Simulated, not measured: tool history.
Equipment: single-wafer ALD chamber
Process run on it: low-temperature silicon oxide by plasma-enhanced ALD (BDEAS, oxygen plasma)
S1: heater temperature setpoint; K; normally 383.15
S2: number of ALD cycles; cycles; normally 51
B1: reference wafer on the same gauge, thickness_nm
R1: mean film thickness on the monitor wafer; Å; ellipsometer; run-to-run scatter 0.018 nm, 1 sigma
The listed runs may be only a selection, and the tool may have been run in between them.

| run | day | S1 | S2 | B1 | R1 |
|---|---|---|---|---|---|
| 1 | 0.000 | 395.15 | 51 | 8.562 | 70.08 |
| 2 | 2.338 | 395.15 | 51 | 8.606 | 70.09 |
| 3 | 5.879 | 395.15 | 51 | 8.646 | 70.87 |
| 4 | 8.025 | 383.15 | 51 | 8.661 | 72.70 |
| 5 | 12.521 | 383.15 | 51 | 8.699 | 72.78 |
| 6 | 15.229 | 383.15 | 51 | 8.713 | 73.07 |
| 7 | 19.717 | 383.15 | 51 | 8.738 | 72.96 |
| 8 | 22.642 | 383.15 | 51 | 8.745 | 73.19 |
| 9 | 26.625 | 383.15 | 51 | 8.749 | 73.16 |
| 10 | 28.421 | 383.15 | 47 | 8.759 | 67.84 |
|  | 31.950 | thermocouple changed; heater temperature recalibrated |
| 11 | 32.042 | 373.15 | 47 | 8.751 | 68.89 |
| 12 | 33.671 | 371.15 | 61 | 8.754 | 90.05 |
|  | 35.521 | gauge calibrated |
| 13 | 36.562 | 370.15 | 54 | 8.585 | 78.33 |
| 14 | 38.238 | 383.15 | 51 | 8.612 | 71.91 |
| 15 | 41.529 | 394.15 | 41 | 8.654 | 57.04 |
| 16 | 43.438 | 377.15 | 41 | 8.670 | 59.06 |
| 17 | 45.675 | 383.15 | 56 | 8.692 | 79.81 |
| 18 | 58.508 | 390.15 | 54 | 8.759 | 76.40 |
| 19 | 60.100 | 395.15 | 51 | 8.746 | 71.38 |
| 20 | 62.729 | 383.15 | 51 | 8.763 | 72.99 |
| 21 | 65.612 | 376.15 | 58 | 8.766 | 84.44 |

Alternative continuations, all from the tool just after run 21; predict every row:
|  | 65.629 | gauge calibrated |
| A | 65.633 | 383.15 | 57 | ? | ? |
|  | 65.629 | gauge calibrated |
| B | 65.633 | 374.15 | 51 | ? | ? |
|  | 65.629 | gauge calibrated |
| C | 65.633 | 373.15 | 45 | ? | ? |
|  | 65.629 | gauge calibrated |
| D | 65.633 | 378.15 | 43 | ? | ? |

| run | B1 | R1 |
|---|---|---|
| A | 8.586 | 80.42 |
| B | 8.586 | 73.16 |
| C | 8.586 | 64.68 |
| D | 8.586 | 61.23 |
Stripped of hidden state, with their random variation kept, the same runs would have yielded:
| run | R1 |
|---|---|
| A | 80.22 |
| B | 72.98 |
| C | 64.53 |
| D | 61.08 |

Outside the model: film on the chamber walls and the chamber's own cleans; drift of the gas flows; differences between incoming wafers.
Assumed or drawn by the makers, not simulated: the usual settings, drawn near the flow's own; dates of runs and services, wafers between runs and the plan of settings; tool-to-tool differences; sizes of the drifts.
